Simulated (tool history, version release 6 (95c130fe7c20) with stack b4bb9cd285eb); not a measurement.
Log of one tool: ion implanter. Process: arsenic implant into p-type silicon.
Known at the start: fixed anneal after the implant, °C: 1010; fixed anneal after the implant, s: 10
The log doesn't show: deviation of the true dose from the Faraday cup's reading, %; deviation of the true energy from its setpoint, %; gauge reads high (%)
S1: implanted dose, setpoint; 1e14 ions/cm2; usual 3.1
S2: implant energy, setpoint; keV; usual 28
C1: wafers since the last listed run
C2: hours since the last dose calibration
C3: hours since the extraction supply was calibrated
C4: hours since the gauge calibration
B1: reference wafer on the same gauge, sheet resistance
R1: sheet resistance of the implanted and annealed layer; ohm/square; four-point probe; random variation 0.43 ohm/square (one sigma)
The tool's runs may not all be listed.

run 1 hour=0 | S1=2.88 S2=28 | C1=0 C2=2413.7 C3=6129.5 C4=87.9 | B1=255.93 | R1=302.55
run 2 hour=8.8 | S1=2.88 S2=28 | C1=147 C2=2422.5 C3=6138.3 C4=96.7 | B1=255.83 | R1=303.18
run 3 hour=25.8 | S1=2.88 S2=28 | C1=284 C2=2439.5 C3=6155.3 C4=113.7 | B1=255.96 | R1=302.01
run 4 hour=32.2 | S1=2.82 S2=21.5 | C1=107 C2=2445.9 C3=6161.7 C4=120.1 | B1=255.85 | R1=318.57
run 5 hour=41 | S1=3.1 S2=28 | C1=147 C2=2454.7 C3=6170.5 C4=128.9 | B1=256.02 | R1=286.34
run 6 hour=53.3 | S1=3.1 S2=28 | C1=205 C2=2467 C3=6182.8 C4=141.2 | B1=256.13 | R1=286.44
run 7 hour=64 | S1=2.81 S2=28 | C1=179 C2=2477.7 C3=6193.5 C4=151.9 | B1=255.89 | R1=309.02
run 8 hour=72.9 | S1=3.1 S2=28 | C1=148 C2=2486.6 C3=6202.4 C4=160.8 | B1=255.92 | R1=286.91
run 9 hour=82.6 | S1=3.1 S2=28 | C1=162 C2=2496.3 C3=6212.1 C4=170.5 | B1=255.97 | R1=286.52
run 10 hour=92 | S1=3.1 S2=28 | C1=157 C2=2505.7 C3=6221.5 C4=179.9 | B1=255.83 | R1=286.53
run 11 hour=108.9 | S1=3.1 S2=28 | C1=282 C2=2522.6 C3=6238.4 C4=196.8 | B1=256.05 | R1=286.51
run 12 hour=117.4 | S1=3.1 S2=28 | C1=142 C2=2531.1 C3=6246.9 C4=205.3 | B1=256.11 | R1=286.94
run 13 hour=131.2 | S1=3.1 S2=28 | C1=231 C2=2544.9 C3=6260.7 C4=219.1 | B1=255.96 | R1=286.17

Run 14 comes next. What will it give?
run 14 hour=137.6 | S1=3.1 S2=28 | C1=107 C2=2551.3 C3=6267.1 C4=225.5 | B1=? | R1=?

B1: 256.04
R1: 286.27 ohm/square
Without the tool's hidden state the same run would have given R1 286.27 ohm/square.
